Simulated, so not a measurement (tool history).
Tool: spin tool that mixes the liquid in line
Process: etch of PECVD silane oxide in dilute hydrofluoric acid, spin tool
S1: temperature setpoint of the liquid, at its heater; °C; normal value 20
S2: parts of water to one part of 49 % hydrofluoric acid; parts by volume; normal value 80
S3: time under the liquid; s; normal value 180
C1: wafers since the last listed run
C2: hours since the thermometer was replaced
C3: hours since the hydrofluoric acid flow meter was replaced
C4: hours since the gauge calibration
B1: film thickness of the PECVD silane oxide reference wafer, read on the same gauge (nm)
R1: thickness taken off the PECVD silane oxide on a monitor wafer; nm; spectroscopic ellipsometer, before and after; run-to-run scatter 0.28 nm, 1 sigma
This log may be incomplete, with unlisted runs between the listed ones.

Run 1, day 0: usual settings; C1 0; C2 1800.3; C3 1685.4; C4 2279.2; B1 130.02. Result: R1 50.12 nm.
Run 2, day 2.471: usual settings; C1 412; C2 1859.6; C3 1744.7; C4 2338.5; B1 129.98. Result: R1 50.48 nm.
Run 3, day 5.092: usual settings; C1 438; C2 1922.5; C3 1807.6; C4 2401.4; B1 130.01. Result: R1 50.6 nm.
Run 4, day 9.767: usual settings; C1 781; C2 2034.7; C3 1919.8; C4 2513.6; B1 130.02. Result: R1 51.23 nm.
Run 5, day 12.221: usual settings; C1 410; C2 2093.6; C3 1978.7; C4 2572.5; B1 130. Result: R1 50.32 nm.
Run 6, day 14.358: usual settings; C1 357; C2 2144.9; C3 2030; C4 2623.8; B1 130.03. Result: R1 50.67 nm.
Run 7, day 16.075: usual settings but S3 225 s; C1 286; C2 2186.1; C3 2071.2; C4 2665; B1 129.98. Result: R1 63.44 nm.
Run 8, day 17.7: usual settings but S3 225 s; C1 271; C2 2225.1; C3 2110.2; C4 2704; B1 130. Result: R1 63.48 nm.
At day 18.554: hydrofluoric acid flow meter replaced.
Run 9, day 19.738: usual settings; C1 333; C2 2274; C3 28.4; C4 2752.9; B1 129.96. Result: R1 50.65 nm.
At day 20.462: thermometer replaced.
Run 10, day 21.992: usual settings; C1 369; C2 36.7; C3 82.5; C4 2807; B1 130. Result: R1 48.53 nm.
Run 11, day 24.383: usual settings; C1 399; C2 94.1; C3 139.9; C4 2864.4; B1 129.98. Result: R1 48.35 nm.
Run 12, day 26.8: usual settings; C1 403; C2 152.1; C3 197.9; C4 2922.4; B1 129.96. Result: R1 49.04 nm.
At day 27.254: gauge calibrated.
Run 13, day 29.675: usual settings; C1 480; C2 221.1; C3 266.9; C4 58.1; B1 130.02. Result: R1 48.9 nm.
Run 14, day 31.871: usual settings but S2 50 parts by volume; C1 366; C2 273.8; C3 319.6; C4 110.8; B1 130.01. Result: R1 81.6 nm.
Run 15, day 33.35: usual settings; C1 247; C2 309.3; C3 355.1; C4 146.3; B1 130. Result: R1 49.33 nm.
Run 16, day 35.567: usual settings; C1 370; C2 362.5; C3 408.3; C4 199.5; B1 130.01. Result: R1 48.99 nm.
Run 17, day 37.117: usual settings but S1 21.5 °C; C1 259; C2 399.7; C3 445.5; C4 236.7; B1 130.01. Result: R1 52.16 nm.
Run 18, day 39.3: usual settings; C1 364; C2 452.1; C3 497.9; C4 289.1; B1 130.01. Result: R1 49.49 nm.
Run 19, day 42.071: usual settings; C1 463; C2 518.6; C3 564.4; C4 355.6; B1 130.01. Result: R1 49.56 nm.
Run 20, day 44.675: usual settings but S2 55 parts by volume, S3 225 s; C1 435; C2 581.1; C3 626.9; C4 418.1; B1 130.02. Result: R1 91.83 nm.
Run 21, day 46.867: usual settings but S2 45 parts by volume; C1 366; C2 633.7; C3 679.5; C4 470.7; B1 130.02. Result: R1 90.35 nm.
Run 22, day 48.754: usual settings but S2 65 parts by volume; C1 315; C2 679; C3 724.8; C4 516; B1 129.99. Result: R1 61.88 nm.
Run 23, day 50.696: usual settings; C1 324; C2 725.6; C3 771.4; C4 562.6; B1 129.99. Result: R1 49.29 nm.
Run 24, day 51.779: usual settings but S3 80 s; C1 181; C2 751.6; C3 797.4; C4 588.6; B1 130.01. Result: R1 22.07 nm.
Run 25, day 54.196: usual settings; C1 403; C2 809.6; C3 855.4; C4 646.6; B1 129.99. Result: R1 49.52 nm.
Run 26, day 56.442: usual settings but S1 25 °C, S2 120 parts by volume; C1 375; C2 863.5; C3 909.3; C4 700.5; B1 129.98. Result: R1 38.29 nm.
Run 27, day 58.992: usual settings but S2 110 parts by volume; C1 426; C2 924.7; C3 970.5; C4 761.7; B1 129.97. Result: R1 34.72 nm.
Run 28, day 66.054: usual settings but S1 17.5 °C, S3 140 s; C1 1180; C2 1094.2; C3 1140; C4 931.2; B1 129.99. Result: R1 34.91 nm.
Run 29, day 68.604: usual settings but S3 250 s; C1 426; C2 1155.4; C3 1201.2; C4 992.4; B1 129.99. Result: R1 69 nm.
Run 30, day 71.325: usual settings but S1 23.5 °C, S2 60 parts by volume, S3 140 s; C1 454; C2 1220.7; C3 1266.5; C4 1057.7; B1 129.99. Result: R1 61.1 nm.
Run 31, day 73.65: usual settings but S2 40 parts by volume; C1 388; C2 1276.5; C3 1322.3; C4 1113.5; B1 130. Result: R1 104.09 nm.
Run 32, day 78.767: usual settings but S2 100 parts by volume, S3 230 s; C1 855; C2 1399.3; C3 1445.1; C4 1236.3; B1 129.98. Result: R1 49.85 nm.
Run 33, day 80.354: usual settings but S3 215 s; C1 265; C2 1437.4; C3 1483.2; C4 1274.4; B1 130.01. Result: R1 60.1 nm.
Run 34, day 84.5: usual settings; C1 692; C2 1536.9; C3 1582.7; C4 1373.9; B1 130. Result: R1 49.8 nm.

Forecast each of these 3 alternatives for the next run:
Run A, day 84.521: usual settings; C1 3; C2 1537.4; C3 1583.2; C4 1374.4; B1 ?. Result: R1 ?.
Run B, day 84.521: usual settings but S2 60 parts by volume, S3 75 s; C1 3; C2 1537.4; C3 1583.2; C4 1374.4; B1 ?. Result: R1 ?.
Run C, day 84.521: usual settings but S1 17 °C; C1 3; C2 1537.4; C3 1583.2; C4 1374.4; B1 ?. Result: R1 ?.

run      B1     R1
  A  130.02  50.83
  B  130.02  28.92
  C  130.02  44.83
Stripped of hidden state, with their random variation kept, the same runs would have yielded:
run     R1
  A  49.23
  B     28
  C  43.38
